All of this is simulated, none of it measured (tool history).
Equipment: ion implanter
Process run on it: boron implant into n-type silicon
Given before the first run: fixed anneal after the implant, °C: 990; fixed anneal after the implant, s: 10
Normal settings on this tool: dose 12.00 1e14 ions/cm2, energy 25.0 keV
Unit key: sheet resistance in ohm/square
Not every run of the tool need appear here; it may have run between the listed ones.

| run | day | dose | energy | wafers since the last listed run | hours since the last dose calibration | hours since the extraction supply was calibrated | hours since the gauge calibration | read-back reference wafer on the same gauge, sheet resistance | sheet resistance |
|---|---|---|---|---|---|---|---|---|---|
| 1 | 0.000 | 12.00 | 25.0 | 0 | 1701.0 | 5246.3 | 432.0 | 121.05 | 123.50 |
| 2 | 1.350 | 12.00 | 25.0 | 591 | 1733.4 | 5278.7 | 464.4 | 120.97 | 123.53 |
| 3 | 2.417 | 12.00 | 25.0 | 467 | 1759.0 | 5304.3 | 490.0 | 121.00 | 123.80 |
| 4 | 4.246 | 12.00 | 25.0 | 801 | 1802.9 | 5348.2 | 533.9 | 120.97 | 122.71 |
| 5 | 6.138 | 12.00 | 25.0 | 828 | 1848.3 | 5393.6 | 579.3 | 121.10 | 123.48 |
| 6 | 7.188 | 12.00 | 25.0 | 459 | 1873.5 | 5418.8 | 604.5 | 120.91 | 123.93 |
| 7 | 9.908 | 12.00 | 25.0 | 1191 | 1938.8 | 5484.1 | 669.8 | 120.77 | 123.93 |
| 8 | 12.321 | 12.00 | 25.0 | 1056 | 1996.7 | 5542.0 | 727.7 | 121.18 | 124.48 |
| 9 | 13.517 | 12.00 | 25.0 | 523 | 2025.4 | 5570.7 | 756.4 | 120.88 | 124.52 |
| 10 | 16.275 | 12.00 | 25.0 | 1207 | 2091.6 | 5636.9 | 822.6 | 120.86 | 124.33 |
| 11 | 17.492 | 12.00 | 25.0 | 532 | 2120.8 | 5666.1 | 851.8 | 121.00 | 124.37 |
| 12 | 20.229 | 12.00 | 25.0 | 1198 | 2186.5 | 5731.8 | 917.5 | 120.89 | 125.21 |
| 13 | 21.275 | 12.00 | 25.0 | 458 | 2211.6 | 5756.9 | 942.6 | 121.14 | 124.60 |
|  | 22.529 | Faraday cup replaced and dose calibrated |
| 14 | 23.296 | 12.00 | 25.0 | 739 | 18.4 | 5805.4 | 991.1 | 121.13 | 119.76 |
| 15 | 25.117 | 9.84 | 27.5 | 797 | 62.1 | 5849.1 | 1034.8 | 120.90 | 137.85 |
| 16 | 26.329 | 12.00 | 25.0 | 530 | 91.2 | 5878.2 | 1063.9 | 121.07 | 120.33 |
| 17 | 27.600 | 10.14 | 21.0 | 556 | 121.7 | 5908.7 | 1094.4 | 121.04 | 139.19 |
| 18 | 29.704 | 12.00 | 25.0 | 921 | 172.2 | 5959.2 | 1144.9 | 120.97 | 120.19 |
| 19 | 32.125 | 14.85 | 18.0 | 1060 | 230.3 | 6017.3 | 1203.0 | 121.01 | 110.69 |
|  | 32.754 | extraction supply calibrated |
|  | 33.717 | gauge calibrated |
| 20 | 33.900 | 13.06 | 21.0 | 631 | 272.9 | 27.5 | 4.4 | 120.91 | 115.65 |
| 21 | 36.338 | 13.47 | 29.5 | 1067 | 331.4 | 86.0 | 62.9 | 121.04 | 108.90 |
| 22 | 37.579 | 12.00 | 25.0 | 543 | 361.2 | 115.8 | 92.7 | 120.97 | 120.92 |
| 23 | 39.821 | 10.73 | 21.0 | 981 | 415.0 | 169.6 | 146.5 | 121.03 | 133.19 |
| 24 | 42.471 | 10.14 | 29.5 | 1160 | 478.6 | 233.2 | 210.1 | 120.97 | 135.19 |
| 25 | 45.104 | 9.67 | 30.5 | 1153 | 541.8 | 296.4 | 273.3 | 120.92 | 140.17 |

Run 26, settings as shown, results not yet in. Your forecast:
| 26 | 46.533 | 9.13 | 17.0 | 625 | 576.1 | 330.7 | 307.6 | ? | ? |

read-back reference wafer on the same gauge, sheet resistance: 121.16
sheet resistance: 153.95 ohm/square
Minus the tool's unlogged condition, the same run would have read sheet resistance 152.12 ohm/square.

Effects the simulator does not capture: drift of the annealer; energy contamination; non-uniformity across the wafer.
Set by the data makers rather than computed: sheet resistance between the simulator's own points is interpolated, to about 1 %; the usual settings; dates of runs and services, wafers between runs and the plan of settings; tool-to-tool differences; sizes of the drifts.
